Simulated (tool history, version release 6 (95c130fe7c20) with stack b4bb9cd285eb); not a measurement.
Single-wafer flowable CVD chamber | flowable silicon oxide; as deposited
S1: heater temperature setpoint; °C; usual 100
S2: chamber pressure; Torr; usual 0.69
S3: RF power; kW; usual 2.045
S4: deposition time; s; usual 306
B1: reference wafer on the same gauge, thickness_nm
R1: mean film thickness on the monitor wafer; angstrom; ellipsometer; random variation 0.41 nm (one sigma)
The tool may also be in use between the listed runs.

run 1 hour=0 | S1=100 S2=0.69 S3=2.045 S4=343 | B1=186.724 | R1=1752.39
run 2 hour=21.2 | S1=100 S2=0.58 S3=2.045 S4=306 | B1=186.925 | R1=1326.85
run 3 hour=40.1 | S1=100 S2=0.617 S3=2.045 S4=328 | B1=187.12 | R1=1507.53
run 4 hour=71.7 | S1=100 S2=0.69 S3=2.045 S4=306 | B1=187.467 | R1=1567.33
run 5 hour=88.8 | S1=100 S2=0.69 S3=2.165 S4=306 | B1=187.44 | R1=1599.83
run 6 hour=106.6 | S1=100 S2=0.69 S3=2.165 S4=306 | B1=187.628 | R1=1599.69
run 7 hour=127.5 | S1=105 S2=0.69 S3=2.045 S4=306 | B1=187.921 | R1=1299.84
run 8 hour=140.2 | S1=105 S2=0.69 S3=2.045 S4=306 | B1=188.015 | R1=1300.66
-- hour=150.1 showerhead replaced
-- hour=175.1 capacitance manometer re-zeroed and calibrated
run 9 hour=175.6 | S1=105 S2=0.69 S3=2.045 S4=306 | B1=188.054 | R1=1301.89
run 10 hour=195.5 | S1=100 S2=0.69 S3=2.045 S4=306 | B1=188.416 | R1=1581.26
-- hour=206.7 RF generator calibrated
run 11 hour=224.6 | S1=100 S2=0.69 S3=2.045 S4=306 | B1=188.632 | R1=1587.17
run 12 hour=256.9 | S1=100 S2=0.69 S3=2.045 S4=306 | B1=189.116 | R1=1590.15
-- hour=278.9 gauge calibrated
run 13 hour=279.4 | S1=85 S2=0.69 S3=2.37 S4=306 | B1=186.815 | R1=2800.58
run 14 hour=312.5 | S1=100 S2=0.69 S3=2.3 S4=306 | B1=186.701 | R1=1616.62
run 15 hour=347.5 | S1=100 S2=0.69 S3=2.045 S4=306 | B1=186.52 | R1=1568.15
run 16 hour=377.7 | S1=100 S2=0.69 S3=2.045 S4=306 | B1=186.852 | R1=1562.81
run 17 hour=400.5 | S1=100 S2=0.549 S3=2.045 S4=345 | B1=186.776 | R1=1410.03
-- hour=415.8 thermocouple changed; heater temperature recalibrated
run 18 hour=423.2 | S1=100 S2=0.69 S3=2.045 S4=306 | B1=186.845 | R1=1570.12
run 19 hour=444.6 | S1=100 S2=0.69 S3=2.045 S4=306 | B1=186.775 | R1=1572.03
run 20 hour=475.2 | S1=100 S2=0.592 S3=2.045 S4=306 | B1=186.845 | R1=1353.31
run 21 hour=497.9 | S1=100 S2=0.69 S3=2.045 S4=306 | B1=187.117 | R1=1566.98
run 22 hour=520.2 | S1=114 S2=0.69 S3=2.325 S4=263 | B1=187.147 | R1=830.89
run 23 hour=551.4 | S1=112 S2=0.69 S3=2.305 S4=355 | B1=187.392 | R1=1202.43
run 24 hour=582.2 | S1=100 S2=0.69 S3=2.21 S4=306 | B1=187.497 | R1=1601.92
run 25 hour=611.4 | S1=100 S2=0.69 S3=2.045 S4=306 | B1=187.6 | R1=1570.11
run 26 hour=641.1 | S1=106 S2=0.594 S3=2.21 S4=275 | B1=188.128 | R1=994.85
run 27 hour=670.9 | S1=100 S2=0.632 S3=2.045 S4=268 | B1=188.133 | R1=1264.55
run 28 hour=695.6 | S1=100 S2=0.69 S3=2.045 S4=306 | B1=188.433 | R1=1577.31
run 29 hour=718.5 | S1=100 S2=0.846 S3=1.685 S4=306 | B1=188.55 | R1=1763.12

3 ways to go on from here, each from the tool as it stands after run 29. What would each give?
run A hour=719 | S1=100 S2=0.69 S3=2.045 S4=306 | B1=? | R1=?
run B hour=719 | S1=108 S2=0.634 S3=1.795 S4=266 | B1=? | R1=?
run C hour=719 | S1=100 S2=0.535 S3=2.325 S4=306 | B1=? | R1=?

run=A B1=188.685 R1=1584.62
run=B B1=188.685 R1=882.26
run=C B1=188.685 R1=1277.86
Without the tool's hidden state the same runs would have given:
run=A R1=1562.88
run=B R1=870.15
run=C R1=1260.32

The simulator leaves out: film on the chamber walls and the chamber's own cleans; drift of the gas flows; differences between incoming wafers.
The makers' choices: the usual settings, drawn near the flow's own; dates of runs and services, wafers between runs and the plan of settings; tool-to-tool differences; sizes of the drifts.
